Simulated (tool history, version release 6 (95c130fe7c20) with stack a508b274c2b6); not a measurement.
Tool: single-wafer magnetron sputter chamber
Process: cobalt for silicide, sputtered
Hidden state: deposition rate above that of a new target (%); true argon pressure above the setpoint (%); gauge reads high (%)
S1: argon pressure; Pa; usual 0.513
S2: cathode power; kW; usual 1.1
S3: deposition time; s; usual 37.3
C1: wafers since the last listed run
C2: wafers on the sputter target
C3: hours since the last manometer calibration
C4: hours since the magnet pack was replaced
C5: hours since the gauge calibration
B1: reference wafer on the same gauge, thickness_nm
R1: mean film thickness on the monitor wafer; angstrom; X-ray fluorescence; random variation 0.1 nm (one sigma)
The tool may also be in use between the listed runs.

Run 1, hour 0: usual settings; C1 0; C2 1470; C3 1252.9; C4 10138.6; C5 36; B1 18.506. Result: R1 212.93 angstrom.
Run 2, hour 18: usual settings; C1 412; C2 1883; C3 1270.9; C4 10156.6; C5 54; B1 18.527. Result: R1 212.27 angstrom.
Run 3, hour 50.2: usual settings; C1 738; C2 2621; C3 1303.1; C4 10188.8; C5 86.2; B1 18.46. Result: R1 212.09 angstrom.
Run 4, hour 81.9: usual settings; C1 726; C2 3348; C3 1334.8; C4 10220.5; C5 117.9; B1 18.507. Result: R1 212.58 angstrom.
At hour 107: sputter target and shields replaced.
Run 5, hour 108.2: usual settings but S2 0.95 kW; C1 419; C2 26; C3 1361.1; C4 10246.8; C5 144.2; B1 18.477. Result: R1 183.52 angstrom.
At hour 133.1: magnet pack replaced.
Run 6, hour 142.9: usual settings; C1 612; C2 638; C3 1395.8; C4 9.8; C5 178.9; B1 18.506. Result: R1 210.15 angstrom.
Run 7, hour 159.8: usual settings; C1 387; C2 1026; C3 1412.7; C4 26.7; C5 195.8; B1 18.521. Result: R1 212.81 angstrom.
Run 8, hour 177.6: usual settings; C1 408; C2 1434; C3 1430.5; C4 44.5; C5 213.6; B1 18.471. Result: R1 212.9 angstrom.
Run 9, hour 193.8: usual settings but S3 41.3 s; C1 371; C2 1805; C3 1446.7; C4 60.7; C5 229.8; B1 18.494. Result: R1 234.87 angstrom.
Run 10, hour 223.2: usual settings; C1 674; C2 2479; C3 1476.1; C4 90.1; C5 259.2; B1 18.483. Result: R1 212.88 angstrom.
At hour 242.3: gauge calibrated.
Run 11, hour 243.9: usual settings; C1 474; C2 2954; C3 1496.8; C4 110.8; C5 1.6; B1 18.467. Result: R1 211.38 angstrom.
At hour 264.1: sputter target and shields replaced.
At hour 271.5: capacitance manometer re-zeroed and calibrated.
Run 12, hour 275.3: usual settings but S2 0.9 kW, S3 32.5 s; C1 366; C2 87; C3 3.8; C4 142.2; C5 33; B1 18.51. Result: R1 151.78 angstrom.
Run 13, hour 309.1: usual settings but S1 0.639 Pa, S2 0.9 kW; C1 774; C2 862; C3 37.6; C4 176; C5 66.8; B1 18.522. Result: R1 169.31 angstrom.
Run 14, hour 344.6: usual settings but S3 42.8 s; C1 813; C2 1676; C3 73.1; C4 211.5; C5 102.3; B1 18.481. Result: R1 242.6 angstrom.
Run 15, hour 358.3: usual settings but S1 0.35 Pa, S2 1.25 kW, S3 31 s; C1 314; C2 1990; C3 86.8; C4 225.2; C5 116; B1 18.506. Result: R1 209.63 angstrom.
Run 16, hour 391.4: usual settings but S1 0.432 Pa, S3 31.9 s; C1 758; C2 2749; C3 119.9; C4 258.3; C5 149.1; B1 18.535. Result: R1 184.1 angstrom.

How the hidden state differs across the entries between the runs, from the last listed run before each to the first after it:
Between runs 4 and 5: sputter target and shields replaced (hour 107)
  no hidden state differs between the two runs
Between runs 5 and 6: magnet pack replaced (hour 133.1)
  no hidden state differs between the two runs
Between runs 10 and 11: gauge calibrated (hour 242.3)
  no hidden state differs between the two runs
Between runs 11 and 12: sputter target and shields replaced (hour 264.1); capacitance manometer re-zeroed and calibrated (hour 271.5)
  no hidden state differs between the two runs
